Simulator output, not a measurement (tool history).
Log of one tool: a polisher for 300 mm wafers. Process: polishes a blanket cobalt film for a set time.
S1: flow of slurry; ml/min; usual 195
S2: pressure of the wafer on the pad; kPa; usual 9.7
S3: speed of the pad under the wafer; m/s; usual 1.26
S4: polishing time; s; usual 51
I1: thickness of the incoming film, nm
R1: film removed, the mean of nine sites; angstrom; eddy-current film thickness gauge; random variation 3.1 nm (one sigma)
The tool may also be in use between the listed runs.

{"run": 1, "hour": 0.0, "S1": 195, "S2": 9.7, "S3": 1.26, "S4": 51, "I1": 628, "R1": 2148}
{"run": 2, "hour": 10.8, "S1": 195, "S2": 11, "S3": 1.26, "S4": 51, "I1": 638, "R1": 2317}
{"run": 3, "hour": 19.9, "S1": 195, "S2": 11, "S3": 1.26, "S4": 51, "I1": 638.5, "R1": 2306}
{"run": 4, "hour": 34.8, "S1": 195, "S2": 9.7, "S3": 1.26, "S4": 51, "I1": 639.9, "R1": 2022}
{"hour": 42.7, "done": "worn pad replaced by a new one, of another model than before"}
{"run": 5, "hour": 43.2, "S1": 195, "S2": 9.7, "S3": 1.26, "S4": 51, "I1": 637.6, "R1": 2123}
{"run": 6, "hour": 49.3, "S1": 195, "S2": 9.7, "S3": 1.26, "S4": 51, "I1": 635, "R1": 2128}
{"run": 7, "hour": 65.1, "S1": 230, "S2": 9.7, "S3": 1.26, "S4": 51, "I1": 636.3, "R1": 2129}
{"run": 8, "hour": 76.2, "S1": 230, "S2": 9.7, "S3": 1.26, "S4": 51, "I1": 634.4, "R1": 2165}
{"run": 9, "hour": 84.0, "S1": 230, "S2": 9.7, "S3": 1.26, "S4": 51, "I1": 642.7, "R1": 2130}
{"hour": 98.9, "done": "head pressure recalibrated"}
{"run": 10, "hour": 101.4, "S1": 225, "S2": 9.7, "S3": 1.26, "S4": 51, "I1": 639.8, "R1": 2022}
{"run": 11, "hour": 107.5, "S1": 255, "S2": 12.4, "S3": 1.6, "S4": 60, "I1": 635.8, "R1": 3205}
{"hour": 112.0, "done": "worn pad replaced by a new one"}
{"hour": 114.2, "done": "slurry nozzle cleaned"}
{"run": 12, "hour": 116.6, "S1": 260, "S2": 8.3, "S3": 1.58, "S4": 51, "I1": 648.5, "R1": 2372}
{"run": 13, "hour": 128.4, "S1": 150, "S2": 12.4, "S3": 1.42, "S4": 69, "I1": 640, "R1": 3404}
{"run": 14, "hour": 142.6, "S1": 195, "S2": 9.7, "S3": 1.44, "S4": 38, "I1": 639.5, "R1": 1695}
{"run": 15, "hour": 159.1, "S1": 195, "S2": 9.7, "S3": 0.9, "S4": 51, "I1": 643.9, "R1": 1669}
{"run": 16, "hour": 166.6, "S1": 195, "S2": 9.7, "S3": 1.26, "S4": 51, "I1": 636.5, "R1": 1974}
{"run": 17, "hour": 174.4, "S1": 195, "S2": 9.7, "S3": 1.26, "S4": 51, "I1": 646, "R1": 1966}
{"run": 18, "hour": 189.5, "S1": 255, "S2": 9.7, "S3": 1.26, "S4": 51, "I1": 643.4, "R1": 1917}
{"hour": 194.4, "done": "worn pad replaced by a new one"}
{"run": 19, "hour": 200.0, "S1": 130, "S2": 10.3, "S3": 1.62, "S4": 40, "I1": 647.7, "R1": 1968}
{"run": 20, "hour": 207.0, "S1": 195, "S2": 8.3, "S3": 1.02, "S4": 62, "I1": 649.1, "R1": 2104}

Measured less the same run without the tool's hidden state. The same run-to-run variation is in both; the gauge's scatter may not be:
The hidden state here: removal rate lost through wear of the pad, %; slurry flow missing at the pad, %; deviation of the head's pressure from its setpoint, %.
run=1 R1=-46
run=2 R1=-87
run=3 R1=-127
run=4 R1=-189
run=5 R1=-14
run=6 R1=-16
run=7 R1=-34
run=8 R1=-60
run=9 R1=-83
run=10 R1=-149
run=11 R1=-288
run=12 R1=-31
run=13 R1=-61
run=14 R1=-52
run=15 R1=-92
run=16 R1=-141
run=17 R1=-178
run=18 R1=-264
run=19 R1=-19
run=20 R1=-24

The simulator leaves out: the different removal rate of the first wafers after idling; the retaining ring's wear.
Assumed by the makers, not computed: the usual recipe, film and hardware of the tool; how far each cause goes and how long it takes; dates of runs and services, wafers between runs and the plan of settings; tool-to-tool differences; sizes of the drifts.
